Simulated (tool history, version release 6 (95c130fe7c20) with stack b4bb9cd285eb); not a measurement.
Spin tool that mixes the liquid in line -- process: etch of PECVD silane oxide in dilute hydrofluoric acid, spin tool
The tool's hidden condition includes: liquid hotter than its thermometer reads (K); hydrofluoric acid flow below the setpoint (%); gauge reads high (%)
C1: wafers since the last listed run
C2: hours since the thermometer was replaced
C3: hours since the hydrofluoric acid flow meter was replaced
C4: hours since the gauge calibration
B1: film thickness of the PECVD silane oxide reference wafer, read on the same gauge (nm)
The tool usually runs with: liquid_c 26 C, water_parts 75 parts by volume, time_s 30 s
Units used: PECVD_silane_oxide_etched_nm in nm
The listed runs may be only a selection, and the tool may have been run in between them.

{"run": 1, "hour": 0.0, "liquid_c": 26, "water_parts": 90, "time_s": 30, "C1": 0, "C2": 1280.5, "C3": 400.2, "C4": 658.9, "B1": 50, "PECVD_silane_oxide_etched_nm": 9.33}
{"hour": 82.2, "done": "thermometer replaced"}
{"run": 2, "hour": 104.5, "liquid_c": 29.5, "water_parts": 75, "time_s": 30, "C1": 2288, "C2": 22.3, "C3": 504.7, "C4": 763.4, "B1": 50.03, "PECVD_silane_oxide_etched_nm": 12.62}
{"run": 3, "hour": 144.4, "liquid_c": 24, "water_parts": 75, "time_s": 35, "C1": 882, "C2": 62.2, "C3": 544.6, "C4": 803.3, "B1": 49.99, "PECVD_silane_oxide_etched_nm": 11.76}
{"run": 4, "hour": 221.2, "liquid_c": 24, "water_parts": 75, "time_s": 35, "C1": 1698, "C2": 139, "C3": 621.4, "C4": 880.1, "B1": 50.03, "PECVD_silane_oxide_etched_nm": 11.93}
{"run": 5, "hour": 322.5, "liquid_c": 24, "water_parts": 75, "time_s": 35, "C1": 2239, "C2": 240.3, "C3": 722.7, "C4": 981.4, "B1": 50.03, "PECVD_silane_oxide_etched_nm": 11.94}
{"run": 6, "hour": 411.2, "liquid_c": 26, "water_parts": 75, "time_s": 30, "C1": 1961, "C2": 329, "C3": 811.4, "C4": 1070.1, "B1": 50.01, "PECVD_silane_oxide_etched_nm": 11.19}
{"run": 7, "hour": 511.2, "liquid_c": 26, "water_parts": 95, "time_s": 30, "C1": 2210, "C2": 429, "C3": 911.4, "C4": 1170.1, "B1": 49.98, "PECVD_silane_oxide_etched_nm": 8.6}
{"run": 8, "hour": 564.3, "liquid_c": 27.5, "water_parts": 75, "time_s": 40, "C1": 1174, "C2": 482.1, "C3": 964.5, "C4": 1223.2, "B1": 49.99, "PECVD_silane_oxide_etched_nm": 15.77}
{"run": 9, "hour": 637.9, "liquid_c": 27.5, "water_parts": 75, "time_s": 40, "C1": 1627, "C2": 555.7, "C3": 1038.1, "C4": 1296.8, "B1": 50.02, "PECVD_silane_oxide_etched_nm": 16.08}
{"run": 10, "hour": 731.1, "liquid_c": 27.5, "water_parts": 75, "time_s": 40, "C1": 2060, "C2": 648.9, "C3": 1131.3, "C4": 1390, "B1": 50.02, "PECVD_silane_oxide_etched_nm": 16.07}
{"run": 11, "hour": 824.4, "liquid_c": 26, "water_parts": 75, "time_s": 30, "C1": 2062, "C2": 742.2, "C3": 1224.6, "C4": 1483.3, "B1": 50.04, "PECVD_silane_oxide_etched_nm": 11.39}
{"run": 12, "hour": 861.3, "liquid_c": 26, "water_parts": 75, "time_s": 30, "C1": 815, "C2": 779.1, "C3": 1261.5, "C4": 1520.2, "B1": 49.96, "PECVD_silane_oxide_etched_nm": 11.49}
{"run": 13, "hour": 902.3, "liquid_c": 26, "water_parts": 75, "time_s": 30, "C1": 906, "C2": 820.1, "C3": 1302.5, "C4": 1561.2, "B1": 49.98, "PECVD_silane_oxide_etched_nm": 11.39}
{"run": 14, "hour": 946.2, "liquid_c": 26, "water_parts": 75, "time_s": 30, "C1": 970, "C2": 864, "C3": 1346.4, "C4": 1605.1, "B1": 49.99, "PECVD_silane_oxide_etched_nm": 11.4}
{"hour": 957.1, "done": "hydrofluoric acid flow meter replaced"}
{"run": 15, "hour": 1006.3, "liquid_c": 23.5, "water_parts": 75, "time_s": 40, "C1": 1306, "C2": 924.1, "C3": 49.2, "C4": 1665.2, "B1": 49.97, "PECVD_silane_oxide_etched_nm": 13.58}
{"run": 16, "hour": 1088.0, "liquid_c": 24.5, "water_parts": 105, "time_s": 45, "C1": 1806, "C2": 1005.8, "C3": 130.9, "C4": 1746.9, "B1": 50, "PECVD_silane_oxide_etched_nm": 11}
{"hour": 1110.0, "done": "gauge calibrated"}
{"run": 17, "hour": 1156.2, "liquid_c": 26, "water_parts": 65, "time_s": 15, "C1": 1507, "C2": 1074, "C3": 199.1, "C4": 46.2, "B1": 49.99, "PECVD_silane_oxide_etched_nm": 6.67}
{"run": 18, "hour": 1221.0, "liquid_c": 26, "water_parts": 75, "time_s": 30, "C1": 1432, "C2": 1138.8, "C3": 263.9, "C4": 111, "B1": 49.99, "PECVD_silane_oxide_etched_nm": 11.47}
{"run": 19, "hour": 1395.5, "liquid_c": 30.5, "water_parts": 60, "time_s": 20, "C1": 3858, "C2": 1313.3, "C3": 438.4, "C4": 285.5, "B1": 49.97, "PECVD_silane_oxide_etched_nm": 11.61}
{"run": 20, "hour": 1444.4, "liquid_c": 27.5, "water_parts": 105, "time_s": 15, "C1": 1081, "C2": 1362.2, "C3": 487.3, "C4": 334.4, "B1": 49.97, "PECVD_silane_oxide_etched_nm": 4.14}
{"run": 21, "hour": 1515.5, "liquid_c": 26, "water_parts": 75, "time_s": 30, "C1": 1571, "C2": 1433.3, "C3": 558.4, "C4": 405.5, "B1": 50.02, "PECVD_silane_oxide_etched_nm": 11.54}
{"hour": 1594.2, "done": "thermometer replaced"}
{"run": 22, "hour": 1606.2, "liquid_c": 28.5, "water_parts": 75, "time_s": 15, "C1": 1983, "C2": 12, "C3": 649.1, "C4": 496.2, "B1": 50, "PECVD_silane_oxide_etched_nm": 6.12}
{"run": 23, "hour": 1701.3, "liquid_c": 24, "water_parts": 75, "time_s": 30, "C1": 2102, "C2": 107.1, "C3": 744.2, "C4": 591.3, "B1": 49.96, "PECVD_silane_oxide_etched_nm": 10.27}
{"run": 24, "hour": 1761.7, "liquid_c": 23.5, "water_parts": 75, "time_s": 30, "C1": 1335, "C2": 167.5, "C3": 804.6, "C4": 651.7, "B1": 49.99, "PECVD_silane_oxide_etched_nm": 9.97}
{"run": 25, "hour": 1824.1, "liquid_c": 26, "water_parts": 75, "time_s": 30, "C1": 1379, "C2": 229.9, "C3": 867, "C4": 714.1, "B1": 49.99, "PECVD_silane_oxide_etched_nm": 11.14}
{"run": 26, "hour": 1867.2, "liquid_c": 30, "water_parts": 95, "time_s": 30, "C1": 952, "C2": 273, "C3": 910.1, "C4": 757.2, "B1": 50.01, "PECVD_silane_oxide_etched_nm": 9.89}
{"run": 27, "hour": 1946.9, "liquid_c": 22, "water_parts": 60, "time_s": 15, "C1": 1762, "C2": 352.7, "C3": 989.8, "C4": 836.9, "B1": 50.01, "PECVD_silane_oxide_etched_nm": 6.05}
{"run": 28, "hour": 2036.8, "liquid_c": 21, "water_parts": 115, "time_s": 30, "C1": 1987, "C2": 442.6, "C3": 1079.7, "C4": 926.8, "B1": 49.98, "PECVD_silane_oxide_etched_nm": 5.71}

Forecast run 29:
{"run": 29, "hour": 2141.8, "liquid_c": 23, "water_parts": 100, "time_s": 30, "C1": 2321, "C2": 547.6, "C3": 1184.7, "C4": 1031.8, "B1": "?", "PECVD_silane_oxide_etched_nm": "?"}

Run 29 produced B1 50, PECVD_silane_oxide_etched_nm 7.28 nm.
Were there no unlogged condition in the tool, this run, its random variation unchanged, would have produced PECVD_silane_oxide_etched_nm 7.14 nm.

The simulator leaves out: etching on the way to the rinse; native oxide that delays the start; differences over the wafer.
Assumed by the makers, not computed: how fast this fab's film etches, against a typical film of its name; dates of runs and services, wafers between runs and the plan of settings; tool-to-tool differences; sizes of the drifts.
